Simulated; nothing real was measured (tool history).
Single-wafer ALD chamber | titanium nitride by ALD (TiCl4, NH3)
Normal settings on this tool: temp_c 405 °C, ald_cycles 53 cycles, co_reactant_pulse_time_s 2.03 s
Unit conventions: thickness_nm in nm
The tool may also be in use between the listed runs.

run   hour  temp_c  ald_cycles  co_reactant_pulse_time_s  wafers since the last listed run  hours since the last thermocouple change  hours since the showerhead was replaced  hours since the gauge calibration  read-back reference wafer on the same gauge, thickness_nm  thickness_nm
  1      0     405          53                      2.03                                 0                                    1723.8                                   2989.5                              203.2                                                       1.24         1.123
  2   29.9     405          53                      2.03                                81                                    1753.7                                   3019.4                              233.1                                                       1.24         1.125
  3   46.3     410          45                      2.03                                44                                    1770.1                                   3035.8                              249.5                                                      1.239         0.961
  4   57.2     410          45                      2.03                                29                                      1781                                   3046.7                              260.4                                                      1.239         0.958
  5   67.5     405          53                      2.03                                27                                    1791.3                                     3057                              270.7                                                       1.24         1.131
  6   77.6     405          53                      2.03                                27                                    1801.4                                   3067.1                              280.8                                                      1.239         1.128
  7   90.5     405          53                      2.03                                34                                    1814.3                                     3080                              293.7                                                       1.24         1.125
  8  120.1     405          53                      2.03                                80                                    1843.9                                   3109.6                              323.3                                                       1.24         1.129
  9  130.8     397          59                      2.03                                29                                    1854.6                                   3120.3                                334                                                      1.241         1.244
 10  143.8     405          53                      2.03                                35                                    1867.6                                   3133.3                                347                                                      1.239         1.129
     154.7  -- showerhead replaced
 11  156.8     405          53                      2.03                                13                                    1880.6                                      2.1                                360                                                       1.24          1.13
 12  163.9     405          53                      1.64                                19                                    1887.7                                      9.2                              367.1                                                       1.24         1.107
 13  170.5     405          53                      1.64                                17                                    1894.3                                     15.8                              373.7                                                       1.24         1.112
 14  181.7     409          53                      2.03                                30                                    1905.5                                       27                              384.9                                                       1.24         1.132
 15  198.2     409          53                      2.03                                44                                      1922                                     43.5                              401.4                                                       1.24         1.128
 16    214     409          53                      2.03                                42                                    1937.8                                     59.3                              417.2                                                       1.24         1.132
 17  231.4     405          64                      1.66                                47                                    1955.2                                     76.7                              434.6                                                       1.24         1.345
 18  238.4     405          43                      1.26                                18                                    1962.2                                     83.7                              441.6                                                       1.24         0.874
 19  250.7     415          60                      1.62                                33                                    1974.5                                       96                              453.9                                                       1.24         1.262
 20    257     415          50                      1.28                                17                                    1980.8                                    102.3                              460.2                                                       1.24         1.034
 21  300.3     405          53                      2.03                               117                                    2024.1                                    145.6                              503.5                                                      1.239         1.126
 22  314.6     412          58                      2.03                                38                                    2038.4                                    159.9                              517.8                                                       1.24         1.231
 23  331.7     405          50                      2.03                                46                                    2055.5                                      177                              534.9                                                      1.241         1.063
 24  342.9     405          45                      1.56                                30                                    2066.7                                    188.2                              546.1                                                      1.241         0.939
 25  349.3     405          53                      2.03                                17                                    2073.1                                    194.6                              552.5                                                       1.24         1.127
     356.2  -- gauge calibrated
 26  356.5     405          53                      2.03                                19                                    2080.3                                    201.8                                0.3                                                       1.24         1.126
 27  372.2     416          59                      1.73                                42                                      2096                                    217.5                                 16                                                      1.239         1.251
     388.5  -- thermocouple changed; heater temperature recalibrated
 28    389     414          62                      2.45                                23                                       0.5                                    234.3                               32.8                                                       1.24         1.335
 29    394     405          43                      2.72                                13                                       5.5                                    239.3                               37.8                                                       1.24         0.926
 30  409.8     396          46                       2.3                                42                                      21.3                                    255.1                               53.6                                                       1.24          0.98
 31  423.3     405          53                      2.32                                36                                      34.8                                    268.6                               67.1                                                      1.239         1.138
 32  433.5     405          57                       2.6                                27                                        45                                    278.8                               77.3                                                      1.239         1.228
 33  444.3     405          53                      2.03                                29                                      55.8                                    289.6                               88.1                                                      1.241         1.131
 34    453     405          53                      2.03                                23                                      64.5                                    298.3                               96.8                                                       1.24         1.128
 35    489     405          53                      2.03                                97                                     100.5                                    334.3                              132.8                                                       1.24         1.127
 36  505.7     414          59                       2.7                                45                                     117.2                                      351                              149.5                                                      1.241         1.267
 37  513.9     391          62                      1.62                                22                                     125.4                                    359.2                              157.7                                                      1.239         1.276
 38  523.9     397          63                      2.27                                27                                     135.4                                    369.2                              167.7                                                       1.24         1.342
 39  533.2     405          60                      1.69                                25                                     144.7                                    378.5                                177                                                      1.239          1.26
 40  547.6     405          53                      2.03                                39                                     159.1                                    392.9                              191.4                                                       1.24         1.126

Predict each of these 4 candidate next runs independently; none follows another, all start after run 40:
  A  548.1     405          53                      2.03                                 1                                     159.6                                    393.4                              191.9                                                          ?             ?
  B  548.1     418          45                      2.25                                 1                                     159.6                                    393.4                              191.9                                                          ?             ?
  C  548.1     396          57                      1.44                                 1                                     159.6                                    393.4                              191.9                                                          ?             ?
  D  548.1     392          58                      1.62                                 1                                     159.6                                    393.4                              191.9                                                          ?             ?

run  read-back reference wafer on the same gauge, thickness_nm  thickness_nm
  A                                                      1.239         1.133
  B                                                      1.239         0.971
  C                                                      1.239         1.173
  D                                                      1.239         1.202
The same runs, with their run-to-run variation unchanged, on a tool lacking any hidden condition would have given:
run  thickness_nm
  A         1.133
  B         0.971
  C         1.173
  D         1.202
